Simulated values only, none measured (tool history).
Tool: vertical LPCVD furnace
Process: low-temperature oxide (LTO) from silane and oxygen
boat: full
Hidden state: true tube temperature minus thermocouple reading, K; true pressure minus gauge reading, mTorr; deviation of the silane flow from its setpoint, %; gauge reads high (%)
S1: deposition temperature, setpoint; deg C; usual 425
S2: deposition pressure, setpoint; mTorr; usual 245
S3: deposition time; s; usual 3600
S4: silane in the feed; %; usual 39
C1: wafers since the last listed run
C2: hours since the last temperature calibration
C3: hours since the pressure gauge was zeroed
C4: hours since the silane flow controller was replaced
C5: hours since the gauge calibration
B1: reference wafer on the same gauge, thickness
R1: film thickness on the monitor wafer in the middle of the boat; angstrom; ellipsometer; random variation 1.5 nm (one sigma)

run   hour   S1   S2    S3  S4   C1      C2      C3      C4     C5      B1       R1
  1      0  425  245  3600  35    0  2843.8  3585.9  3159.1  574.9  788.95   6741.6
  2   18.7  425  245  3600  35  160  2862.5  3604.6  3177.8  593.6  789.73   6762.2
  3   30.9  425  245  3600  39  104  2874.7  3616.8    3190  605.8  789.15   7743.3
  4   48.3  425  245  3600  39  149  2892.1  3634.2  3207.4  623.2  789.39   7706.3
  5   59.3  425  245  3600  39   94  2903.1  3645.2  3218.4  634.2  788.36     7701
  6   78.2  425  245  4500  45  162    2922  3664.1  3237.3  653.1  788.81  11235.8
  7   94.9  425  245  4500  45  143  2938.7  3680.8    3254  669.8   788.6  11197.5
  8  104.4  425  245  3600  39   81  2948.2  3690.3  3263.5  679.3  789.37   7727.9
  9    131  428  245  4620  39  228  2974.8  3716.9  3290.1  705.9  789.18  10189.5
 10  177.9  436  245  3600  39  402  3021.7  3763.8    3337  752.8  788.93   8613.4
 11  188.5  425  245  3600  39   90  3032.3  3774.4  3347.6  763.4  789.04   7726.8
 12  206.2  437  290  4620  42  151    3050  3792.1  3365.3  781.1  790.16    14216
     208.8  -- gauge calibrated
     242.4  -- pressure gauge zeroed
     244.9  -- thermocouples replaced and temperature profile calibrated
 13  245.4  425  245  3600  39  108     0.5       3  3404.5   36.6  789.44   7431.2
 14  254.3  425  245  3600  39   76     9.4    11.9  3413.4   45.5  788.88   7412.5
 15  273.5  425  265  4470  47  164    28.6    31.1  3432.6   64.7  789.23  12012.7
 16  280.8  425  220  3600  33   62    35.9    38.4  3439.9     72  789.45   5421.8
 17  292.6  425  265  3600  39  101    47.7    50.2  3451.7   83.8  788.94   8000.9
 18    304  425  245  4410  39   97    59.1    61.6  3463.1   95.2  789.01   9087.6
 19  311.8  425  270  4200  33   66    66.9    69.4  3470.9    103  788.47   7746.1
     342.2  -- silane flow controller replaced
 20  342.7  425  245  3600  39   59    97.8   100.3     0.5  133.9  788.75   7414.9
 21  347.7  433  245  3600  43   42   102.8   105.3     5.5  138.9  789.39   8902.7
 22  352.6  425  245  3600  45   42   107.7   110.2    10.4  143.8     788   8601.3
 23  357.6  425  245  3600  35   42   112.7   115.2    15.4  148.8  789.31   6509.3
 24  385.3  435  280  4410  39  237   140.4   142.9    43.1  176.5  788.65  11510.6
 25  401.1  419  280  4410  37  135   156.2   158.7    58.9  192.3  788.27   9186.1
 26  415.7  425  245  3600  39  125   170.8   173.3    73.5  206.9  788.43   7421.3
 27    429  418  190  4560  35  114   184.1   186.6    86.8  220.2  789.06   5938.6
 28  443.3  425  245  2670  39  122   198.4   200.9   101.1  234.5  789.39   5530.3
 29  455.3  431  290  3600  39  102   210.4   212.9   113.1  246.5  788.84   9304.7
 30  469.2  432  220  4110  37  119   224.3   226.8     127  260.4  788.48   7683.5
 31  485.1  425  300  2400  33  136   240.2   242.7   142.9  276.3  788.25   4931.5

Forecast each of these 4 alternatives for the next run:
  A  490.2  435  245  3600  39  43  245.3  247.8  148  281.4   ?   ?
  B  490.2  437  230  3600  39  43  245.3  247.8  148  281.4   ?   ?
  C  490.2  433  245  4890  39  43  245.3  247.8  148  281.4   ?   ?
  D  490.2  436  210  3240  35  43  245.3  247.8  148  281.4   ?   ?

run      B1       R1
  A  789.29   8216.3
  B  789.29   7864.7
  C  789.29  10944.9
  D  789.29   5640.4
Without the tool's hidden state the same runs would have given:
run       R1
  A   8204.9
  B   7853.1
  C  10929.8
  D   5631.4
